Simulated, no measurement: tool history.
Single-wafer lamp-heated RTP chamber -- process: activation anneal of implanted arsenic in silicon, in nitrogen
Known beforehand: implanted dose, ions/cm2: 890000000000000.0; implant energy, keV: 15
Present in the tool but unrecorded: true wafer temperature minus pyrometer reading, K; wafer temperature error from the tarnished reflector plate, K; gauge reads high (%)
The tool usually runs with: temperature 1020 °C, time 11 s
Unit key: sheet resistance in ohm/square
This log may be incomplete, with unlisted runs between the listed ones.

run,hour,temperature,time,wafers since the last listed run,wafers since the last pyrometer calibration,wafers since the reflector plate was cleaned,hours since the gauge calibration,"read-back reference wafer on the same gauge, sheet resistance",sheet resistance
1,0,998,11,0,5532,3428,151.8,150.96,169.08
2,26.8,998,11,335,5868,3764,178.6,151.13,168.96
3,54.1,1020,11,342,6210,4106,205.9,151.15,158.72
# hour 65.6: pyrometer window cleaned and pyrometer calibrated
4,76.2,1020,11,176,133,4283,228,151.02,160.52
5,99.2,1020,16,288,421,4571,251,150.82,154.04
6,114.6,1020,16,192,614,4764,266.4,151.08,153.84
7,139.3,1020,16,309,924,5074,291.1,151.06,153.57
8,170.9,1043,11,396,1320,5470,322.7,151.06,150.58
9,193.6,1037,11,284,1604,5754,345.4,151.07,152.38
10,213.8,1037,11,253,1857,6008,365.6,151.02,152.61
# hour 272: reflector plate cleaned
11,272.5,1037,11,635,2493,5,424.3,151.14,152.67
12,296.3,1020,11,298,2791,304,448.1,150.78,159.58
13,309,1020,11,159,2950,463,460.8,150.69,159.66
14,394.2,1020,10,1067,4018,1531,546,151.12,161.52
15,424.8,1020,10,383,4401,1914,576.6,150.96,160.76
16,442.6,1020,10,223,4624,2137,594.4,151.02,159.52
17,461.7,1020,9,239,4864,2377,613.5,150.88,163.76
18,475.4,1048,5,171,5036,2548,627.2,151.02,160.77

The next listed run, before its measurement:
19,491.4,1009,7,200,5236,2749,643.2,?,?

{"run 19": {"read-back reference wafer on the same gauge, sheet resistance": 151.09, "sheet resistance": 169.44}}
The same run, on a tool lacking any hidden state, would have yielded sheet resistance 169.44 ohm/square.
